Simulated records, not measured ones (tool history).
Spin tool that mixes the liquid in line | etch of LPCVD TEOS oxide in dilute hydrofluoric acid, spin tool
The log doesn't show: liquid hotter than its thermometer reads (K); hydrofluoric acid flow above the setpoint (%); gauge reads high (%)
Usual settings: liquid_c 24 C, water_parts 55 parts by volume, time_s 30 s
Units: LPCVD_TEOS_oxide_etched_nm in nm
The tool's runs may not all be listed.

run	hour	liquid_c	water_parts	time_s	wafers since the last listed run	hours since the thermometer was replaced	hours since the hydrofluoric acid flow meter was replaced	hours since the gauge calibration	read-back film thickness of the LPCVD TEOS oxide reference wafer, read on the same gauge (nm)	LPCVD_TEOS_oxide_etched_nm
1	0	24	55	30	0	2525.6	1316.5	981.9	80	11.38
2	28.1	24	55	30	301	2553.7	1344.6	1010	80.01	11.38
3	45.6	24	45	30	187	2571.2	1362.1	1027.5	79.97	13.92
4	77.7	24	45	30	344	2603.3	1394.2	1059.6	79.99	14.14
5	108.3	24	55	35	328	2633.9	1424.8	1090.2	80	13.31
# hour 113.3: thermometer replaced
6	121.4	24	55	35	129	8.1	1437.9	1103.3	80	13.4
7	144.1	24	55	30	243	30.8	1460.6	1126	79.99	11.6
8	166.4	24	70	30	239	53.1	1482.9	1148.3	80.01	8.86
9	198.3	24	70	30	342	85	1514.8	1180.2	80	8.85
10	219.3	24	55	30	225	106	1535.8	1201.2	79.99	11.6
# hour 228.3: gauge calibrated
11	237.6	24	55	30	196	124.3	1554.1	9.3	80	11.52
12	262.3	24	55	30	264	149	1578.8	34	80.01	11.48
# hour 268: hydrofluoric acid flow meter replaced
13	293.5	24	80	30	323	180.2	25.5	65.2	79.99	7.22
14	308.4	24	55	30	159	195.1	40.4	80.1	80.01	10.84
15	336.7	28	55	15	303	223.4	68.7	108.4	80.01	6.37
16	370	24	30	15	357	256.7	102	141.7	80.01	10.33
17	383.1	24	55	30	140	269.8	115.1	154.8	79.98	10.8
18	396.1	24	55	30	139	282.8	128.1	167.8	79.98	10.92
19	410.5	26	45	20	154	297.2	142.5	182.2	79.99	9.73
20	435.4	24	55	30	267	322.1	167.4	207.1	79.99	10.94
21	451.2	24	55	30	169	337.9	183.2	222.9	79.99	10.78
22	466.6	20	75	20	165	353.3	198.6	238.3	79.96	4.39
23	499.4	26.5	55	30	351	386.1	231.4	271.1	80.02	12.17
24	512.3	19.5	70	15	138	399	244.3	284	79.98	3.52
25	609.6	26.5	40	40	1043	496.3	341.6	381.3	80	22.63
26	626.2	19	55	45	178	512.9	358.2	397.9	80	13.39
27	662	22	80	25	383	548.7	394	433.7	80.02	5.6
28	685.4	24	55	30	250	572.1	417.4	457.1	79.99	11.03

Run 29 comes next. What will it give?
29	719.2	24	55	30	362	605.9	451.2	490.9	?	?

{"run 29": {"read-back film thickness of the LPCVD TEOS oxide reference wafer, read on the same gauge (nm)": 80, "LPCVD_TEOS_oxide_etched_nm": 11.1}}
Without the tool's hidden state the same run would have given LPCVD_TEOS_oxide_etched_nm 10.86 nm.
